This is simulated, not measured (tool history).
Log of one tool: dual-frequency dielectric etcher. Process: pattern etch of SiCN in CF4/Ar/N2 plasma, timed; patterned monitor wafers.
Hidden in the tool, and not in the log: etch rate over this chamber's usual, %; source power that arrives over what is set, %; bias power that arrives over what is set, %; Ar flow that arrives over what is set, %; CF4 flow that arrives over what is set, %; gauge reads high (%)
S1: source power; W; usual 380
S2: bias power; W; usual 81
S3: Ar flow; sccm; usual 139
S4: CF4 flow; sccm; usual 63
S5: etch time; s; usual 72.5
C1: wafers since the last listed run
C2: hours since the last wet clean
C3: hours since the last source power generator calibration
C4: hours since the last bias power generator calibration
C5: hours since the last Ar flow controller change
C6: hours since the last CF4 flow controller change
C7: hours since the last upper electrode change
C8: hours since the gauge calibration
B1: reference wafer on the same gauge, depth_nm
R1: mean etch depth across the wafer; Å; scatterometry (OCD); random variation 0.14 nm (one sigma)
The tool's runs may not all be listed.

run	hour	S1	S2	S3	S4	S5	C1	C2	C3	C4	C5	C6	C7	C8	B1	R1
1	0.0	450	81	139	63	72.5	0	323.3	4071.8	2497.9	5896.3	1693.4	4560.0	35.2	66.0	661
2	8.7	310	81	161	63	66.0	102	332.0	4080.5	2506.6	5905.0	1702.1	4568.7	43.9	66.0	425
# hour 41.1: Ar flow controller replaced
# hour 47.5: wet clean of the chamber
3	48.0	380	81	139	72	59.0	317	0.5	4119.8	2545.9	6.9	1741.4	4608.0	83.2	66.0	483
4	48.4	380	81	139	63	72.5	4	0.9	4120.2	2546.3	7.3	1741.8	4608.4	83.6	66.0	582
5	56.2	380	81	139	63	72.5	92	8.7	4128.0	2554.1	15.1	1749.6	4616.2	91.4	65.9	581
6	71.3	450	81	139	63	72.5	178	23.8	4143.1	2569.2	30.2	1764.7	4631.3	106.5	66.0	672
7	89.2	380	81	122	63	72.5	211	41.7	4161.0	2587.1	48.1	1782.6	4649.2	124.4	66.0	598
# hour 101.5: CF4 flow controller replaced
# hour 106.5: source power generator calibrated
8	107.0	380	81	119	63	72.5	92	59.5	0.5	2604.9	65.9	5.5	4667.0	142.2	66.0	603
9	117.1	380	81	139	63	72.5	119	69.6	10.6	2615.0	76.0	15.6	4677.1	152.3	66.0	579
10	124.9	330	81	139	75	57.5	92	77.4	18.4	2622.8	83.8	23.4	4684.9	160.1	66.0	419
11	132.8	380	99	139	63	72.5	93	85.3	26.3	2630.7	91.7	31.3	4692.8	168.0	66.0	615
# hour 138.7: bias power generator calibrated
# hour 165.9: upper electrode replaced
12	166.4	450	81	139	63	72.5	66	118.9	59.9	27.7	125.3	64.9	0.5	201.6	66.0	672
13	166.7	380	100	119	63	63.0	3	119.2	60.2	28.0	125.6	65.2	0.8	201.9	66.0	554
14	173.9	380	68	139	63	72.5	85	126.4	67.4	35.2	132.8	72.4	8.0	209.1	66.0	552
15	190.2	460	74	139	69	82.5	192	142.7	83.7	51.5	149.1	88.7	24.3	225.4	66.0	766

The next listed run, before its measurement:
16	243.8	320	90	157	63	72.5	633	196.3	137.3	105.1	202.7	142.3	77.9	279.0	?	?

Run 16 gave B1 66.0, R1 500 Å.
Without the tool's hidden state the same run would have given R1 502 Å.
